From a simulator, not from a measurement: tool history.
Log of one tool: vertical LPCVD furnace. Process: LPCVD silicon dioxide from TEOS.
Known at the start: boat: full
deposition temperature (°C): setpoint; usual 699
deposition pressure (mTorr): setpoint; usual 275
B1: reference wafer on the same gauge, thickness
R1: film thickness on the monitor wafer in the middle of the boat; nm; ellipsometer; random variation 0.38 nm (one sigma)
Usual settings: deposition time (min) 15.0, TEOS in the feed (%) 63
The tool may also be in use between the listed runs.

{"run": 1, "day": 0.0, "deposition temperature (°C)": 699, "deposition pressure (mTorr)": 275, "deposition time (min)": 15.0, "TEOS in the feed (%)": 63, "B1": 87.76, "R1": 95.11}
{"run": 2, "day": 0.817, "deposition temperature (°C)": 699, "deposition pressure (mTorr)": 275, "deposition time (min)": 15.0, "TEOS in the feed (%)": 63, "B1": 87.91, "R1": 94.47}
{"run": 3, "day": 2.092, "deposition temperature (°C)": 699, "deposition pressure (mTorr)": 275, "deposition time (min)": 15.0, "TEOS in the feed (%)": 63, "B1": 88.0, "R1": 94.66}
{"run": 4, "day": 3.262, "deposition temperature (°C)": 699, "deposition pressure (mTorr)": 240, "deposition time (min)": 15.0, "TEOS in the feed (%)": 63, "B1": 88.08, "R1": 88.59}
{"run": 5, "day": 4.0, "deposition temperature (°C)": 699, "deposition pressure (mTorr)": 275, "deposition time (min)": 15.0, "TEOS in the feed (%)": 63, "B1": 88.15, "R1": 94.9}
{"run": 6, "day": 5.229, "deposition temperature (°C)": 699, "deposition pressure (mTorr)": 275, "deposition time (min)": 15.0, "TEOS in the feed (%)": 63, "B1": 88.29, "R1": 95.13}
{"day": 6.296, "done": "pressure gauge zeroed"}
{"run": 7, "day": 6.554, "deposition temperature (°C)": 699, "deposition pressure (mTorr)": 275, "deposition time (min)": 15.0, "TEOS in the feed (%)": 63, "B1": 88.31, "R1": 95.48}
{"day": 7.238, "done": "gauge calibrated"}
{"run": 8, "day": 7.908, "deposition temperature (°C)": 708, "deposition pressure (mTorr)": 335, "deposition time (min)": 13.0, "TEOS in the feed (%)": 63, "B1": 86.97, "R1": 110.09}
{"day": 10.017, "done": "thermocouples replaced and temperature profile calibrated"}
{"day": 10.979, "done": "TEOS flow controller replaced"}
{"run": 9, "day": 11.0, "deposition temperature (°C)": 699, "deposition pressure (mTorr)": 320, "deposition time (min)": 19.5, "TEOS in the feed (%)": 57, "B1": 87.21, "R1": 125.11}
{"run": 10, "day": 12.729, "deposition temperature (°C)": 699, "deposition pressure (mTorr)": 275, "deposition time (min)": 12.5, "TEOS in the feed (%)": 75, "B1": 87.34, "R1": 85.92}
{"run": 11, "day": 13.517, "deposition temperature (°C)": 688, "deposition pressure (mTorr)": 295, "deposition time (min)": 17.0, "TEOS in the feed (%)": 54, "B1": 87.42, "R1": 78.79}
{"run": 12, "day": 15.008, "deposition temperature (°C)": 699, "deposition pressure (mTorr)": 275, "deposition time (min)": 15.0, "TEOS in the feed (%)": 63, "B1": 87.54, "R1": 94.43}
{"run": 13, "day": 16.496, "deposition temperature (°C)": 699, "deposition pressure (mTorr)": 300, "deposition time (min)": 17.0, "TEOS in the feed (%)": 75, "B1": 87.71, "R1": 120.84}
{"run": 14, "day": 17.771, "deposition temperature (°C)": 699, "deposition pressure (mTorr)": 275, "deposition time (min)": 15.0, "TEOS in the feed (%)": 63, "B1": 87.8, "R1": 94.5}
{"run": 15, "day": 18.675, "deposition temperature (°C)": 699, "deposition pressure (mTorr)": 220, "deposition time (min)": 19.5, "TEOS in the feed (%)": 63, "B1": 87.83, "R1": 109.44}

Forecast each of these 3 alternatives for the next run:
{"run": "A", "day": 18.854, "deposition temperature (°C)": 699, "deposition pressure (mTorr)": 275, "deposition time (min)": 15.0, "TEOS in the feed (%)": 63, "B1": "?", "R1": "?"}
{"run": "B", "day": 18.854, "deposition temperature (°C)": 707, "deposition pressure (mTorr)": 275, "deposition time (min)": 18.5, "TEOS in the feed (%)": 56, "B1": "?", "R1": "?"}
{"run": "C", "day": 18.854, "deposition temperature (°C)": 689, "deposition pressure (mTorr)": 225, "deposition time (min)": 15.0, "TEOS in the feed (%)": 73, "B1": "?", "R1": "?"}

run=A B1=87.89 R1=93.99
run=B B1=87.89 R1=131.49
run=C B1=87.89 R1=72.31
Without the tool's hidden state the same runs would have given:
run=A R1=93.05
run=B R1=130.17
run=C R1=71.59

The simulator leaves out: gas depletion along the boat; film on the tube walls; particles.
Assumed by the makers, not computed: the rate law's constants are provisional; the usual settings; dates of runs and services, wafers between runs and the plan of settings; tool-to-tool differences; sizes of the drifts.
